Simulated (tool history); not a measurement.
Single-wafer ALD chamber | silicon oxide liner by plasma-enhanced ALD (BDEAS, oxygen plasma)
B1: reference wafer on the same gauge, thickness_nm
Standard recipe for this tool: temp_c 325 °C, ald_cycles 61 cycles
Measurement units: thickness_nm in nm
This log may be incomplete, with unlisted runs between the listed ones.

{"run": 1, "hour": 0.0, "temp_c": 325, "ald_cycles": 57, "B1": 5.449, "thickness_nm": 4.865}
{"run": 2, "hour": 70.3, "temp_c": 325, "ald_cycles": 57, "B1": 5.45, "thickness_nm": 4.873}
{"run": 3, "hour": 136.4, "temp_c": 325, "ald_cycles": 61, "B1": 5.45, "thickness_nm": 5.196}
{"run": 4, "hour": 189.2, "temp_c": 325, "ald_cycles": 61, "B1": 5.452, "thickness_nm": 5.201}
{"run": 5, "hour": 252.5, "temp_c": 325, "ald_cycles": 61, "B1": 5.454, "thickness_nm": 5.215}
{"run": 6, "hour": 280.5, "temp_c": 325, "ald_cycles": 61, "B1": 5.447, "thickness_nm": 5.215}
{"run": 7, "hour": 344.7, "temp_c": 325, "ald_cycles": 61, "B1": 5.449, "thickness_nm": 5.206}
{"run": 8, "hour": 388.1, "temp_c": 325, "ald_cycles": 61, "B1": 5.456, "thickness_nm": 5.211}
{"run": 9, "hour": 425.8, "temp_c": 325, "ald_cycles": 55, "B1": 5.452, "thickness_nm": 4.698}
{"run": 10, "hour": 495.1, "temp_c": 325, "ald_cycles": 61, "B1": 5.453, "thickness_nm": 5.221}
{"run": 11, "hour": 626.4, "temp_c": 325, "ald_cycles": 61, "B1": 5.446, "thickness_nm": 5.208}
{"run": 12, "hour": 666.4, "temp_c": 325, "ald_cycles": 52, "B1": 5.444, "thickness_nm": 4.421}
{"run": 13, "hour": 697.3, "temp_c": 325, "ald_cycles": 61, "B1": 5.451, "thickness_nm": 5.208}
{"run": 14, "hour": 766.3, "temp_c": 325, "ald_cycles": 61, "B1": 5.455, "thickness_nm": 5.228}
{"run": 15, "hour": 819.1, "temp_c": 334, "ald_cycles": 64, "B1": 5.444, "thickness_nm": 5.363}
{"run": 16, "hour": 868.1, "temp_c": 325, "ald_cycles": 68, "B1": 5.45, "thickness_nm": 5.832}
{"run": 17, "hour": 1031.2, "temp_c": 325, "ald_cycles": 61, "B1": 5.456, "thickness_nm": 5.228}
{"run": 18, "hour": 1083.3, "temp_c": 333, "ald_cycles": 57, "B1": 5.448, "thickness_nm": 4.817}
{"run": 19, "hour": 1111.7, "temp_c": 325, "ald_cycles": 61, "B1": 5.453, "thickness_nm": 5.234}
{"run": 20, "hour": 1169.3, "temp_c": 331, "ald_cycles": 61, "B1": 5.451, "thickness_nm": 5.189}
{"run": 21, "hour": 1197.9, "temp_c": 325, "ald_cycles": 61, "B1": 5.453, "thickness_nm": 5.204}
{"run": 22, "hour": 1263.2, "temp_c": 315, "ald_cycles": 58, "B1": 5.447, "thickness_nm": 5.015}
{"run": 23, "hour": 1305.4, "temp_c": 337, "ald_cycles": 61, "B1": 5.454, "thickness_nm": 5.13}
{"run": 24, "hour": 1362.9, "temp_c": 316, "ald_cycles": 66, "B1": 5.452, "thickness_nm": 5.73}
{"run": 25, "hour": 1395.9, "temp_c": 325, "ald_cycles": 53, "B1": 5.451, "thickness_nm": 4.541}
{"run": 26, "hour": 1435.3, "temp_c": 325, "ald_cycles": 61, "B1": 5.442, "thickness_nm": 5.217}
{"run": 27, "hour": 1489.8, "temp_c": 316, "ald_cycles": 73, "B1": 5.446, "thickness_nm": 6.314}
{"run": 28, "hour": 1533.1, "temp_c": 321, "ald_cycles": 73, "B1": 5.448, "thickness_nm": 6.256}
{"run": 29, "hour": 1597.7, "temp_c": 325, "ald_cycles": 61, "B1": 5.448, "thickness_nm": 5.213}

Withheld: 2 entries from between the runs. Position of each, and hidden state at the listed run before versus the listed run after:
In the gap between runs 16 and 17: gauge calibrated (hour 905.7); thermocouple changed; heater temperature recalibrated (hour 1014.5)
  nothing in the hidden state changes from one run to the other
